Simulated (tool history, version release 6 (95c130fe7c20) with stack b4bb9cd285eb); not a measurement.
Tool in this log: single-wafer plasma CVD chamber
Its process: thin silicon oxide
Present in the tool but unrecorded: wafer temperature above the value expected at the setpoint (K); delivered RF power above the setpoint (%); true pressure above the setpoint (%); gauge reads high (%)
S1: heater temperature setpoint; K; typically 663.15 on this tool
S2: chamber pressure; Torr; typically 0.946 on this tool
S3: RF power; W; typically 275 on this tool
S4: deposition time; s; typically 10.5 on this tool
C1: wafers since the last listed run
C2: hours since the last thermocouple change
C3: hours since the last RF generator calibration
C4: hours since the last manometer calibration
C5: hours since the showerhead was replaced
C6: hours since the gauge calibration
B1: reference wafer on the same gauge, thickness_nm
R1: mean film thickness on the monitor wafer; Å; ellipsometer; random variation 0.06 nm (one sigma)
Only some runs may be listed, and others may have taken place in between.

run	hour	S1	S2	S3	S4	C1	C2	C3	C4	C5	C6	B1	R1
1	0	663.15	0.946	275	10.5	0	954.8	1556.4	2961.9	3986.2	695.5	20.711	188.63
2	17.6	663.15	0.946	275	10.5	627	972.4	1574	2979.5	4003.8	713.1	20.702	188.36
3	48.7	663.15	0.946	275	10.5	1109	1003.5	1605.1	3010.6	4034.9	744.2	20.688	189.6
4	71.8	652.15	0.946	275	10.5	823	1026.6	1628.2	3033.7	4058	767.3	20.67	191.1
5	90	652.15	0.946	275	10.5	649	1044.8	1646.4	3051.9	4076.2	785.5	20.698	191.68
# hour 113.9: RF generator calibrated
6	118.8	652.15	0.946	275	10.5	741	1073.6	4.9	3080.7	4105	814.3	20.704	194.98
7	141	663.15	0.946	275	10.5	791	1095.8	27.1	3102.9	4127.2	836.5	20.685	193.23
8	171.2	663.15	0.946	275	10.5	1076	1126	57.3	3133.1	4157.4	866.7	20.705	192.32
9	204.8	663.15	0.946	275	10.5	1198	1159.6	90.9	3166.7	4191	900.3	20.694	192.7
# hour 219.6: capacitance manometer re-zeroed and calibrated
10	225.9	663.15	0.946	275	10.5	467	1180.7	112	6.3	4212.1	921.4	20.726	205.71
11	250	663.15	0.946	275	10.5	859	1204.8	136.1	30.4	4236.2	945.5	20.681	206.56
# hour 273.7: showerhead replaced
12	277	677.15	0.863	275	10.5	677	1231.8	163.1	57.4	3.3	972.5	20.668	188.01
13	301.3	668.15	0.946	230	8.6	866	1256.1	187.4	81.7	27.6	996.8	20.713	160.53
14	318.1	655.15	0.884	305	9.6	599	1272.9	204.2	98.5	44.4	1013.6	20.679	184.05
15	345.3	656.15	0.878	230	12.5	970	1300.1	231.4	125.7	71.6	1040.8	20.685	219.58
# hour 351.9: gauge calibrated
16	374.6	663.15	0.946	275	10.5	1044	1329.4	260.7	155	100.9	22.7	20.698	205.12
17	398.2	663.15	0.786	275	12.1	841	1353	284.3	178.6	124.5	46.3	20.703	199.02
18	428.1	663.15	0.946	275	10.5	1066	1382.9	314.2	208.5	154.4	76.2	20.691	204.33
19	453.4	672.15	0.946	225	10.5	902	1408.2	339.5	233.8	179.7	101.5	20.677	193.03
20	479.3	663.15	0.731	230	10.5	923	1434.1	365.4	259.7	205.6	127.4	20.7	153.25
21	511.1	678.15	1.043	275	8.4	1134	1465.9	397.2	291.5	237.4	159.2	20.695	172.76
22	527.7	671.15	0.946	275	11.7	591	1482.5	413.8	308.1	254	175.8	20.71	224.61
# hour 535.8: thermocouple changed; heater temperature recalibrated
23	613.7	677.15	0.867	245	9.6	2781	77.9	499.8	394.1	340	261.8	20.694	165.37
24	645.9	663.15	0.946	275	10.5	1148	110.1	532	426.3	372.2	294	20.698	201.97
25	666.9	663.15	1.131	295	10.5	748	131.1	553	447.3	393.2	315	20.699	233.58
26	697.9	676.15	0.742	300	10.5	1105	162.1	584	478.3	424.2	346	20.707	164.32
27	713.2	674.15	0.946	275	10.5	545	177.4	599.3	493.6	439.5	361.3	20.712	200.23
28	725.6	663.15	0.946	275	10.5	442	189.8	611.7	506	451.9	373.7	20.689	200.3
29	755.3	667.15	1.056	275	12.4	1059	219.5	641.4	535.7	481.6	403.4	20.69	256.68

Give the tool's hidden conditions for every run:
wafer temperature above the value expected at the setpoint (K): 0 in every run
gauge reads high (%): 0 in every run
H1: delivered RF power above the setpoint (%)
H2: true pressure above the setpoint (%)
run	H1	H2
1	-8.67	-6.75
2	-8.68	-6.8
3	-8.7	-6.88
4	-8.72	-6.95
5	-8.73	-6.99
6	-0.113	-7.07
7	-0.476	-7.13
8	-0.945	-7.22
9	-1.43	-7.31
10	-1.72	0.864
11	-2.04	0.798
12	-2.38	0.725
13	-2.67	0.659
14	-2.86	0.613
15	-3.16	0.539
16	-3.46	0.459
17	-3.69	0.395
18	-3.97	0.314
19	-4.19	0.245
20	-4.4	0.175
21	-4.65	0.0881
22	-4.78	0.0429
23	-5.36	-0.191
24	-5.55	-0.279
25	-5.67	-0.336
26	-5.84	-0.42
27	-5.92	-0.462
28	-5.98	-0.496
29	-6.12	-0.576

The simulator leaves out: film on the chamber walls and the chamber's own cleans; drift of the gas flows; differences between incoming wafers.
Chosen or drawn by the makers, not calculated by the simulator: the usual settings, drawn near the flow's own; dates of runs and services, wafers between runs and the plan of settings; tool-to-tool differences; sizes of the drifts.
